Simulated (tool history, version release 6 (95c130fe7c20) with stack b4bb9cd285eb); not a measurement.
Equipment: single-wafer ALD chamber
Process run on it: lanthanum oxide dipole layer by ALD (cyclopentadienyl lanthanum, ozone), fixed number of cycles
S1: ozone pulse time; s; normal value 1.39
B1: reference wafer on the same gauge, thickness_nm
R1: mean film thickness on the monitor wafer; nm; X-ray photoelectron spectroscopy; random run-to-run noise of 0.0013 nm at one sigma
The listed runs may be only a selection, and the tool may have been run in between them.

| run | hour | S1 | B1 | R1 |
|---|---|---|---|---|
| 1 | 0 | 1.83 | 0.446 | 0.514 |
| 2 | 43.7 | 1.79 | 0.446 | 0.514 |
| 3 | 118.2 | 1.79 | 0.446 | 0.512 |
| 4 | 153 | 1.79 | 0.446 | 0.513 |
| 5 | 204.9 | 1.39 | 0.446 | 0.495 |
| 6 | 274.8 | 1.39 | 0.446 | 0.495 |
| 7 | 337.7 | 1.59 | 0.446 | 0.506 |
| 8 | 400.8 | 1.39 | 0.446 | 0.493 |
| 9 | 455.7 | 1.39 | 0.446 | 0.496 |
| 10 | 520.8 | 1.39 | 0.446 | 0.494 |
|  | 566.9 | ozone generator serviced |
| 11 | 586.3 | 1.39 | 0.446 | 0.502 |
| 12 | 611.8 | 1.39 | 0.446 | 0.502 |
| 13 | 671.6 | 1.39 | 0.446 | 0.503 |
|  | 708.3 | thermocouple changed; heater temperature recalibrated |
| 14 | 714.8 | 1.39 | 0.446 | 0.502 |
| 15 | 775.5 | 1 | 0.446 | 0.469 |
| 16 | 822.8 | 1.1 | 0.445 | 0.479 |

Estimate the outcome of run 17 from the log above:
| 17 | 864.5 | 1.39 | ? | ? |

For run 17 the tool returned B1 0.446, R1 0.502 nm.
With no hidden state in the tool, this same run would have given R1 0.505 nm.

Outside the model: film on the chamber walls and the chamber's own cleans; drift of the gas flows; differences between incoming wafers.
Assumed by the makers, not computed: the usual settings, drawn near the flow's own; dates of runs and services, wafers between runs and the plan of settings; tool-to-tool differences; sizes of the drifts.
